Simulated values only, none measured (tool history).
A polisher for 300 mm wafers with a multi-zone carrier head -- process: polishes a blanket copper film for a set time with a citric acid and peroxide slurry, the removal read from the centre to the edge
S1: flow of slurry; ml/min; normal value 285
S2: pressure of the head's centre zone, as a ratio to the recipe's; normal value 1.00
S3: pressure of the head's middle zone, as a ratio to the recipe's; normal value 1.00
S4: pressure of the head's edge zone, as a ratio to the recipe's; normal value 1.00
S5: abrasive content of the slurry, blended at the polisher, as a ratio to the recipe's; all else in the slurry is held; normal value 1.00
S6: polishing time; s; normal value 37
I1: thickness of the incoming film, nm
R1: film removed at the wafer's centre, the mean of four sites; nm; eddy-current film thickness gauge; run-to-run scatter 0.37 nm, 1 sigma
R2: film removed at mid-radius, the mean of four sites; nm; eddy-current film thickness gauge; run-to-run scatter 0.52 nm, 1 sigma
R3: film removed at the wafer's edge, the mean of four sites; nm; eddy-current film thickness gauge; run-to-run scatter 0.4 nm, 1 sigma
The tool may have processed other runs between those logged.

run,hour,S1,S2,S3,S4,S5,S6,I1,R1,R2,R3
1,0.0,285,1.00,1.00,1.00,1.00,37,852.3,62.1,57.6,59.2
# hour 34.6: centre zone pressure recalibrated
# hour 181.4: edge zone pressure recalibrated
# hour 248.1: worn pad replaced by a new one
2,316.5,285,1.00,1.00,1.00,1.00,37,866.4,61.5,58.0,60.1
3,405.3,285,1.00,1.00,1.00,1.00,37,847.5,62.8,59.1,58.8
4,490.0,285,1.00,1.00,1.00,1.00,37,855.7,62.4,58.4,58.9
5,542.7,285,1.00,1.00,1.00,1.00,37,854.4,62.9,58.8,59.2
# hour 594.5: worn pad replaced by a new one
6,611.0,285,1.00,1.00,1.07,1.00,37,849.8,62.3,59.1,60.8
# hour 654.3: slurry nozzle cleaned
7,662.7,285,1.00,1.00,1.07,1.00,37,846.6,62.5,59.3,61.8
8,744.3,245,1.00,1.00,1.00,0.85,37,856.7,58.2,56.0,55.9
# hour 819.6: centre zone pressure recalibrated
9,838.6,245,1.00,1.00,1.00,0.85,37,843.8,61.3,55.8,56.7
10,919.7,285,1.00,1.00,1.00,1.00,37,848.4,65.9,59.9,59.2
11,969.1,285,1.00,1.00,1.00,1.00,46,855.8,80.7,72.5,74.7
# hour 997.8: worn pad replaced by a new one
12,1026.6,285,1.00,1.00,1.00,1.00,37,837.5,66.1,59.5,59.7
# hour 1061.6: centre zone pressure recalibrated, repeated, since the last time left the tool worse
13,1101.8,285,1.00,1.00,1.00,1.25,37,862.2,63.5,61.6,63.0
# hour 1148.6: carrier head's membrane replaced by a new one
# hour 1188.4: edge zone pressure recalibrated
14,1208.5,370,1.00,0.91,0.91,1.00,37,840.8,62.3,55.6,58.5
15,1289.8,200,1.00,1.00,1.00,1.00,37,838.5,58.8,55.6,57.9
# hour 1358.1: slurry nozzle cleaned
# hour 1414.6: worn pad replaced by a new one
16,1497.9,285,1.00,1.04,1.00,1.00,37,853.4,62.0,60.9,59.4
17,1536.1,255,1.00,0.88,1.10,1.00,37,845.3,60.8,52.4,61.5
# hour 1732.2: centre zone pressure recalibrated
18,1793.2,285,1.00,1.00,1.00,1.00,37,846.2,60.0,58.8,60.5
# hour 1833.9: worn pad replaced by a new one
19,1848.0,340,1.00,1.05,1.12,1.00,37,838.9,61.8,62.0,63.2
20,1947.2,225,1.00,1.00,1.00,1.00,47,841.2,75.6,72.6,73.0

Branching from run 20: 5 alternative next runs. What would each branch give?
A,1947.6,190,1.00,1.00,1.00,1.00,37,855.2,?,?,?
B,1947.6,380,0.92,1.00,0.96,1.00,37,855.2,?,?,?
C,1947.6,250,1.00,1.00,1.00,1.00,37,855.2,?,?,?
D,1947.6,285,1.00,0.90,1.03,1.00,25,855.2,?,?,?
E,1947.6,340,1.00,1.00,1.10,1.00,37,855.2,?,?,?

run,R1,R2,R3
A,57.6,55.6,57.3
B,59.6,60.7,60.1
C,60.4,58.1,59.2
D,41.5,36.5,41.0
E,62.7,60.1,63.2
What these runs would have given with no unlogged condition in the tool:
run,R1,R2,R3
A,56.5,55.6,57.3
B,58.4,60.7,60.1
C,59.3,58.1,59.2
D,40.8,36.5,41.0
E,61.6,60.1,63.2
